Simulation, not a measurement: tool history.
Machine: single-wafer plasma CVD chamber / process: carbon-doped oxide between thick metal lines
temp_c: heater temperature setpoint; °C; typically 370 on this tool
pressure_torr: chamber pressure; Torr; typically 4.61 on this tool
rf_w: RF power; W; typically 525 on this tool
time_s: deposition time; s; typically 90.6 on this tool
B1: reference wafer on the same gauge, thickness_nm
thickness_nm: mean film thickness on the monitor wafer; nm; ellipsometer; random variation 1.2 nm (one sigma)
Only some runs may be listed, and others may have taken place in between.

Run 1, hour 0.0: usual settings but pressure_torr 5.44 Torr; B1 445.109. Result: thickness_nm 449.756 nm.
Run 2, hour 29.8: usual settings but pressure_torr 5.44 Torr; B1 444.892. Result: thickness_nm 444.698 nm.
Run 3, hour 51.9: usual settings; B1 445.378. Result: thickness_nm 431.235 nm.
Run 4, hour 81.2: usual settings but time_s 107.1 s; B1 445.690. Result: thickness_nm 512.116 nm.
At hour 102.4: gauge calibrated.
Run 5, hour 129.2: usual settings but temp_c 379 °C, pressure_torr 5.70 Torr, rf_w 575 W, time_s 79.8 s; B1 445.407. Result: thickness_nm 420.351 nm.
Run 6, hour 150.6: usual settings but time_s 101.9 s; B1 445.324. Result: thickness_nm 485.188 nm.
Run 7, hour 176.4: usual settings but time_s 84.3 s; B1 444.795. Result: thickness_nm 400.098 nm.
At hour 194.6: capacitance manometer re-zeroed and calibrated.
Run 8, hour 204.9: usual settings but temp_c 384 °C, pressure_torr 3.55 Torr, time_s 85.1 s; B1 445.265. Result: thickness_nm 368.292 nm.
Run 9, hour 218.7: usual settings but temp_c 378 °C, pressure_torr 3.90 Torr, time_s 96.2 s; B1 445.195. Result: thickness_nm 426.233 nm.
At hour 239.4: thermocouple changed; heater temperature recalibrated.
Run 10, hour 265.7: usual settings but temp_c 361 °C, rf_w 615 W, time_s 102.6 s; B1 445.020. Result: thickness_nm 559.215 nm.
Run 11, hour 301.1: usual settings; B1 444.902. Result: thickness_nm 427.191 nm.
At hour 311.7: showerhead replaced.
Run 12, hour 318.9: usual settings but time_s 107.1 s; B1 445.192. Result: thickness_nm 501.470 nm.
Run 13, hour 351.6: usual settings; B1 445.357. Result: thickness_nm 425.453 nm.
Run 14, hour 375.6: usual settings but temp_c 364 °C, pressure_torr 5.12 Torr; B1 444.828. Result: thickness_nm 440.163 nm.
Run 15, hour 404.9: usual settings but temp_c 381 °C, pressure_torr 4.90 Torr, rf_w 475 W, time_s 78.3 s; B1 444.673. Result: thickness_nm 333.130 nm.
Run 16, hour 420.9: usual settings but pressure_torr 5.73 Torr, time_s 74.2 s; B1 445.179. Result: thickness_nm 362.598 nm.
Run 17, hour 493.0: usual settings but rf_w 575 W; B1 445.281. Result: thickness_nm 459.188 nm.
Run 18, hour 517.4: usual settings but temp_c 364 °C, pressure_torr 5.43 Torr; B1 445.309. Result: thickness_nm 446.122 nm.
Run 19, hour 548.6: usual settings but temp_c 382 °C, pressure_torr 3.69 Torr, rf_w 440 W, time_s 96.2 s; B1 445.237. Result: thickness_nm 350.997 nm.
Run 20, hour 568.3: usual settings but temp_c 359 °C, pressure_torr 5.00 Torr, rf_w 620 W, time_s 105.4 s; B1 445.245. Result: thickness_nm 594.008 nm.
Run 21, hour 584.7: usual settings but temp_c 363 °C, time_s 100.7 s; B1 445.146. Result: thickness_nm 478.688 nm.
At hour 602.0: RF generator calibrated.
Run 22, hour 602.5: usual settings but temp_c 359 °C, pressure_torr 5.65 Torr, rf_w 465 W; B1 444.581. Result: thickness_nm 410.076 nm.
Run 23, hour 627.7: usual settings but temp_c 361 °C, pressure_torr 4.18 Torr, rf_w 475 W, time_s 73.2 s; B1 445.038. Result: thickness_nm 317.200 nm.
Run 24, hour 652.9: usual settings but pressure_torr 4.08 Torr, rf_w 480 W; B1 444.343. Result: thickness_nm 389.030 nm.
Run 25, hour 684.6: usual settings; B1 444.726. Result: thickness_nm 433.159 nm.
Run 26, hour 711.3: usual settings but time_s 95.0 s; B1 445.072. Result: thickness_nm 452.667 nm.
Run 27, hour 731.1: usual settings but temp_c 377 °C, time_s 99.3 s; B1 445.339. Result: thickness_nm 468.773 nm.

What if the next run were any one of these 5? Each begins from the tool's condition after run 27:
Run A, hour 731.5: usual settings; B1 ?. Result: thickness_nm ?.
Run B, hour 731.5: usual settings but rf_w 420 W; B1 ?. Result: thickness_nm ?.
Run C, hour 731.5: usual settings but time_s 83.2 s; B1 ?. Result: thickness_nm ?.
Run D, hour 731.5: usual settings but temp_c 362 °C, rf_w 435 W, time_s 74.2 s; B1 ?. Result: thickness_nm ?.
Run E, hour 731.5: usual settings but rf_w 610 W; B1 ?. Result: thickness_nm ?.

run       B1  thickness_nm
  A  444.595       431.852
  B  444.595       341.233
  C  444.595       396.789
  D  444.595       296.476
  E  444.595       489.938
The same runs, with their run-to-run variation unchanged, on a tool lacking any hidden condition would have given:
run  thickness_nm
  A       431.966
  B       341.932
  C       396.893
  D       296.968
  E       489.953

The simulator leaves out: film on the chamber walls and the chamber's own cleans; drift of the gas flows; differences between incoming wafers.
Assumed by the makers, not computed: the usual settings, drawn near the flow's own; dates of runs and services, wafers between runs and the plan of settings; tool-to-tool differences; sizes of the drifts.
